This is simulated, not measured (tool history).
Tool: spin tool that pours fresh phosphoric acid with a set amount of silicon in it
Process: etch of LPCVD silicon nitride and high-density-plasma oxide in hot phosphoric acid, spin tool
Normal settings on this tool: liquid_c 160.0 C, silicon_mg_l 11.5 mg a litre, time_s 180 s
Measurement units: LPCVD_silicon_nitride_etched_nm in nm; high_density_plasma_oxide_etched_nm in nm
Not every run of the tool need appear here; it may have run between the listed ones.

run   hour  liquid_c  silicon_mg_l  time_s  wafers since the last listed run  hours since the thermometer was replaced  hours since the dissolved silicon flow meter was replaced  hours since the heated supply line was repaired  hours since the gauge calibration  read-back film thickness of the LPCVD silicon nitride reference wafer, read on the same gauge (nm)  read-back film thickness of the high-density-plasma oxide reference wafer, read on the same gauge (nm)  LPCVD_silicon_nitride_etched_nm  high_density_plasma_oxide_etched_nm
  1    0.0     160.0           4.5     260                                 0                                     545.5                                                      956.8                                            459.9                              363.4                                                                                               79.98                                                                                                  30.007                            23.03                                0.725
  2   30.3     160.0           4.5     260                               160                                     575.8                                                      987.1                                            490.2                              393.7                                                                                               79.97                                                                                                  29.964                            22.86                                0.805
  3   46.9     160.0           4.5     260                                87                                     592.4                                                     1003.7                                            506.8                              410.3                                                                                               79.94                                                                                                  30.015                            23.20                                0.784
  4   75.6     160.0          11.5     180                               152                                     621.1                                                     1032.4                                            535.5                              439.0                                                                                               80.02                                                                                                  29.978                            16.11                                0.421
      97.9  -- dissolved silicon flow meter replaced
  5  108.4     160.0          11.5     180                               168                                     653.9                                                       10.5                                            568.3                              471.8                                                                                               80.00                                                                                                  30.001                            15.94                                0.431
  6  128.0     162.0          11.5     260                               103                                     673.5                                                       30.1                                            587.9                              491.4                                                                                               80.02                                                                                                  30.024                            24.25                                0.742
  7  140.3     162.0          11.5     260                                65                                     685.8                                                       42.4                                            600.2                              503.7                                                                                               80.00                                                                                                  30.004                            24.63                                0.716
  8  175.9     160.0          11.5     180                               188                                     721.4                                                       78.0                                            635.8                              539.3                                                                                               80.00                                                                                                  30.018                            15.94                                0.486
  9  190.2     160.0          20.5     180                                75                                     735.7                                                       92.3                                            650.1                              553.6                                                                                               80.00                                                                                                  30.034                            15.70                                0.305
 10  215.4     157.5          18.5     105                               133                                     760.9                                                      117.5                                            675.3                              578.8                                                                                               80.01                                                                                                  29.953                             8.51                                0.167
     228.2  -- thermometer replaced
 11  243.4     160.0          11.5     180                               143                                      15.2                                                      145.5                                            703.3                              606.8                                                                                               80.01                                                                                                  29.995                            16.26                                0.467
     273.1  -- heated supply line repaired
 12  276.4     160.0           3.0     180                               169                                      48.2                                                      178.5                                              3.3                              639.8                                                                                               80.02                                                                                                  29.982                            16.23                                0.562
     279.5  -- gauge calibrated
 13  294.7     158.0           3.0      95                                96                                      66.5                                                      196.8                                             21.6                               15.2                                                                                               80.00                                                                                                  29.971                             8.03                                0.252
 14  320.6     160.0          11.5     180                               137                                      92.4                                                      222.7                                             47.5                               41.1                                                                                               79.99                                                                                                  30.001                            16.32                                0.457
 15  349.7     158.0          11.5     180                               154                                     121.5                                                      251.8                                             76.6                               70.2                                                                                               79.95                                                                                                  29.987                            15.34                                0.410
 16  374.3     157.0          16.5     180                               130                                     146.1                                                      276.4                                            101.2                               94.8                                                                                               79.97                                                                                                  30.020                            14.71                                0.346
 17  404.5     161.0          19.0     225                               159                                     176.3                                                      306.6                                            131.4                              125.0                                                                                               80.00                                                                                                  29.988                            21.27                                0.544
 18  439.1     162.5           3.5     105                               183                                     210.9                                                      341.2                                            166.0                              159.6                                                                                               80.02                                                                                                  30.023                            10.40                                0.324
 19  455.7     159.0          19.5     245                                87                                     227.5                                                      357.8                                            182.6                              176.2                                                                                               79.99                                                                                                  30.042                            21.19                                0.524
 20  469.2     160.0          11.5     180                                71                                     241.0                                                      371.3                                            196.1                              189.7                                                                                               79.98                                                                                                  29.986                            16.19                                0.456

What if the next run were any one of these 5? Each begins from the tool's condition after run 20:
  A  469.7     160.0           8.0     180                                 2                                     241.5                                                      371.8                                            196.6                              190.2                                                                                                   ?                                                                                                       ?                                ?                                    ?
  B  469.7     160.0          17.5     180                                 2                                     241.5                                                      371.8                                            196.6                              190.2                                                                                                   ?                                                                                                       ?                                ?                                    ?
  C  469.7     160.0           4.5     180                                 2                                     241.5                                                      371.8                                            196.6                              190.2                                                                                                   ?                                                                                                       ?                                ?                                    ?
  D  469.7     158.5          18.5     120                                 2                                     241.5                                                      371.8                                            196.6                              190.2                                                                                                   ?                                                                                                       ?                                ?                                    ?
  E  469.7     160.0          19.5     180                                 2                                     241.5                                                      371.8                                            196.6                              190.2                                                                                                   ?                                                                                                       ?                                ?                                    ?

run  read-back film thickness of the LPCVD silicon nitride reference wafer, read on the same gauge (nm)  read-back film thickness of the high-density-plasma oxide reference wafer, read on the same gauge (nm)  LPCVD_silicon_nitride_etched_nm  high_density_plasma_oxide_etched_nm
  A                                                                                               79.98                                                                                                  30.013                            16.19                                0.539
  B                                                                                               79.98                                                                                                  30.013                            16.19                                0.430
  C                                                                                               79.98                                                                                                  30.013                            16.19                                0.579
  D                                                                                               79.98                                                                                                  30.013                            10.26                                0.250
  E                                                                                               79.98                                                                                                  30.013                            16.19                                0.407
Had the tool no hidden state, the same runs would have come out as:
run  LPCVD_silicon_nitride_etched_nm  high_density_plasma_oxide_etched_nm
  A                            16.40                                0.554
  B                            16.40                                0.442
  C                            16.40                                0.596
  D                            10.39                                0.257
  E                            16.40                                0.419

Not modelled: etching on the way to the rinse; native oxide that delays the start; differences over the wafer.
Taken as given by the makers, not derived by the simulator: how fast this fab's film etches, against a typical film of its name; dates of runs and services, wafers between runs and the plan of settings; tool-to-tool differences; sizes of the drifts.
